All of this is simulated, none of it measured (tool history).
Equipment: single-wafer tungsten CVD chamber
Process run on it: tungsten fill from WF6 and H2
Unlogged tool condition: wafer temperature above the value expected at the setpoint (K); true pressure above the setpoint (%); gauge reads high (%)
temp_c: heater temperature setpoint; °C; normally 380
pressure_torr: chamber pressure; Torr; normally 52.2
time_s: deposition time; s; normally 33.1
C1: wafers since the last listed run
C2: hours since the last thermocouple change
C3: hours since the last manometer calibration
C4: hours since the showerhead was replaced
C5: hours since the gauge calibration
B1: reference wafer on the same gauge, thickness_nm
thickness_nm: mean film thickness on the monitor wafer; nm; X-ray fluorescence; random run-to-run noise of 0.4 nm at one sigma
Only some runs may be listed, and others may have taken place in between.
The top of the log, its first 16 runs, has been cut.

Run 17, day 8.342: usual settings but temp_c 366 °C, pressure_torr 42.7 Torr, time_s 30.9 s; C1 324; C2 1829.2; C3 64.1; C4 7196.1; C5 89.9; B1 72.481. Result: thickness_nm 50.490 nm.
At day 8.946: thermocouple changed; heater temperature recalibrated.
Run 18, day 8.967: usual settings but temp_c 367 °C, pressure_torr 63.5 Torr, time_s 30.4 s; C1 186; C2 0.5; C3 79.1; C4 7211.1; C5 104.9; B1 72.296. Result: thickness_nm 66.032 nm.
Run 19, day 9.558: usual settings but temp_c 367 °C, pressure_torr 63.3 Torr; C1 377; C2 14.7; C3 93.3; C4 7225.3; C5 119.1; B1 72.607. Result: thickness_nm 71.783 nm.
Run 20, day 10.204: usual settings but pressure_torr 40.7 Torr, time_s 35.4 s; C1 412; C2 30.2; C3 108.8; C4 7240.8; C5 134.6; B1 72.388. Result: thickness_nm 81.865 nm.
Run 21, day 10.712: usual settings but pressure_torr 40.7 Torr, time_s 35.4 s; C1 324; C2 42.4; C3 121.0; C4 7253.0; C5 146.8; B1 72.586. Result: thickness_nm 81.426 nm.
Run 22, day 11.329: usual settings but pressure_torr 59.9 Torr, time_s 29.8 s; C1 393; C2 57.2; C3 135.8; C4 7267.8; C5 161.6; B1 72.406. Result: thickness_nm 79.396 nm.
Run 23, day 12.038: usual settings but time_s 35.8 s; C1 452; C2 74.2; C3 152.8; C4 7284.8; C5 178.6; B1 72.466. Result: thickness_nm 91.080 nm.
At day 12.471: showerhead replaced, of another model than before.
Run 24, day 12.546: usual settings; C1 111; C2 86.4; C3 165.0; C4 1.8; C5 190.8; B1 72.648. Result: thickness_nm 83.408 nm.
Run 25, day 13.008: usual settings but temp_c 395 °C, pressure_torr 47.1 Torr, time_s 38.5 s; C1 295; C2 97.5; C3 176.1; C4 12.9; C5 201.9; B1 72.563. Result: thickness_nm 117.986 nm.

Run 26 comes next. What will it give?
Run 26, day 13.550: usual settings but temp_c 389 °C; C1 345; C2 110.5; C3 189.1; C4 25.9; C5 214.9; B1 ?. Result: thickness_nm ?.

{"run 26": {"B1": 72.486, "thickness_nm": 97.7}}
Were there no unlogged condition in the tool, this run, its random variation unchanged, would have produced thickness_nm 99.953 nm.

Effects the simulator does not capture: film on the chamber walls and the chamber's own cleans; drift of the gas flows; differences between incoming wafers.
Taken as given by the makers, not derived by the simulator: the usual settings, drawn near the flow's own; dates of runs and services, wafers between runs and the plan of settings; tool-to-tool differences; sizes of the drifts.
